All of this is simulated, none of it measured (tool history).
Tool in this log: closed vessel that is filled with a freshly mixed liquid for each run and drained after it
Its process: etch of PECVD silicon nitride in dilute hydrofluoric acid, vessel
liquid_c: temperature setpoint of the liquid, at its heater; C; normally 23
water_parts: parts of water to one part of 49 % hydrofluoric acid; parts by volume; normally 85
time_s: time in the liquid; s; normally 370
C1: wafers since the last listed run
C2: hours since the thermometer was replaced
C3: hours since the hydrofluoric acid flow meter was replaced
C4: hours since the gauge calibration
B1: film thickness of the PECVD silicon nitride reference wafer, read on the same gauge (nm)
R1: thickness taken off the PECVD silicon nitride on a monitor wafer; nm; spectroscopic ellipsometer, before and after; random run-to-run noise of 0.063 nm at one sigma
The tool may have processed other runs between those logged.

{"run": 1, "day": 0.0, "liquid_c": 23, "water_parts": 85, "time_s": 370, "C1": 0, "C2": 1481.8, "C3": 906.5, "C4": 14, "B1": 139.97, "R1": 12.48}
{"run": 2, "day": 1.162, "liquid_c": 23, "water_parts": 85, "time_s": 370, "C1": 1771, "C2": 1509.7, "C3": 934.4, "C4": 41.9, "B1": 139.99, "R1": 12.57}
{"run": 3, "day": 3.479, "liquid_c": 23, "water_parts": 85, "time_s": 370, "C1": 3530, "C2": 1565.3, "C3": 990, "C4": 97.5, "B1": 139.99, "R1": 12.59}
{"run": 4, "day": 4.375, "liquid_c": 23, "water_parts": 85, "time_s": 370, "C1": 1365, "C2": 1586.8, "C3": 1011.5, "C4": 119, "B1": 140.02, "R1": 12.36}
{"run": 5, "day": 5.629, "liquid_c": 23, "water_parts": 85, "time_s": 370, "C1": 1911, "C2": 1616.9, "C3": 1041.6, "C4": 149.1, "B1": 140, "R1": 12.41}
{"run": 6, "day": 6.217, "liquid_c": 23, "water_parts": 60, "time_s": 305, "C1": 895, "C2": 1631, "C3": 1055.7, "C4": 163.2, "B1": 139.99, "R1": 14.5}
{"run": 7, "day": 7.171, "liquid_c": 23, "water_parts": 85, "time_s": 370, "C1": 1454, "C2": 1653.9, "C3": 1078.6, "C4": 186.1, "B1": 140.03, "R1": 12.4}
{"run": 8, "day": 7.738, "liquid_c": 23, "water_parts": 65, "time_s": 370, "C1": 863, "C2": 1667.5, "C3": 1092.2, "C4": 199.7, "B1": 139.97, "R1": 16.02}
{"day": 8.146, "done": "thermometer replaced"}
{"day": 8.146, "done": "hydrofluoric acid flow meter replaced"}
{"run": 9, "day": 8.567, "liquid_c": 23, "water_parts": 65, "time_s": 370, "C1": 1198, "C2": 10.1, "C3": 10.1, "C4": 219.6, "B1": 139.99, "R1": 14.88}
{"run": 10, "day": 9.233, "liquid_c": 23, "water_parts": 65, "time_s": 370, "C1": 1015, "C2": 26.1, "C3": 26.1, "C4": 235.6, "B1": 139.99, "R1": 14.94}
{"run": 11, "day": 9.896, "liquid_c": 22, "water_parts": 85, "time_s": 370, "C1": 1009, "C2": 42, "C3": 42, "C4": 251.5, "B1": 140.04, "R1": 10.67}
{"run": 12, "day": 10.946, "liquid_c": 23, "water_parts": 100, "time_s": 370, "C1": 1600, "C2": 67.2, "C3": 67.2, "C4": 276.7, "B1": 140, "R1": 9.72}
{"day": 11.029, "done": "thermometer replaced, repeated, since the last time left the tool worse"}
{"day": 11.875, "done": "gauge calibrated"}
{"run": 13, "day": 12.408, "liquid_c": 23, "water_parts": 85, "time_s": 370, "C1": 2165, "C2": 33.1, "C3": 102.3, "C4": 12.8, "B1": 140.01, "R1": 13.8}
{"run": 14, "day": 13.196, "liquid_c": 23, "water_parts": 85, "time_s": 370, "C1": 1200, "C2": 52, "C3": 121.2, "C4": 31.7, "B1": 140.02, "R1": 13.88}
{"run": 15, "day": 13.85, "liquid_c": 26, "water_parts": 85, "time_s": 370, "C1": 996, "C2": 67.7, "C3": 136.9, "C4": 47.4, "B1": 140.01, "R1": 16.69}
{"run": 16, "day": 14.708, "liquid_c": 23, "water_parts": 85, "time_s": 370, "C1": 1308, "C2": 88.3, "C3": 157.5, "C4": 68, "B1": 140.01, "R1": 13.84}
{"run": 17, "day": 15.608, "liquid_c": 24.5, "water_parts": 70, "time_s": 430, "C1": 1371, "C2": 109.9, "C3": 179.1, "C4": 89.6, "B1": 140.03, "R1": 21.38}

Run 18, settings as shown, results not yet in. Your forecast:
{"run": 18, "day": 16.729, "liquid_c": 26.5, "water_parts": 115, "time_s": 510, "C1": 1708, "C2": 136.8, "C3": 206, "C4": 116.5, "B1": "?", "R1": "?"}

Run 18 produced B1 139.97, R1 17.7 nm.
Take away the tool's hidden state, keep the run-to-run variation as it was, and the same run would have given R1 18.2 nm.
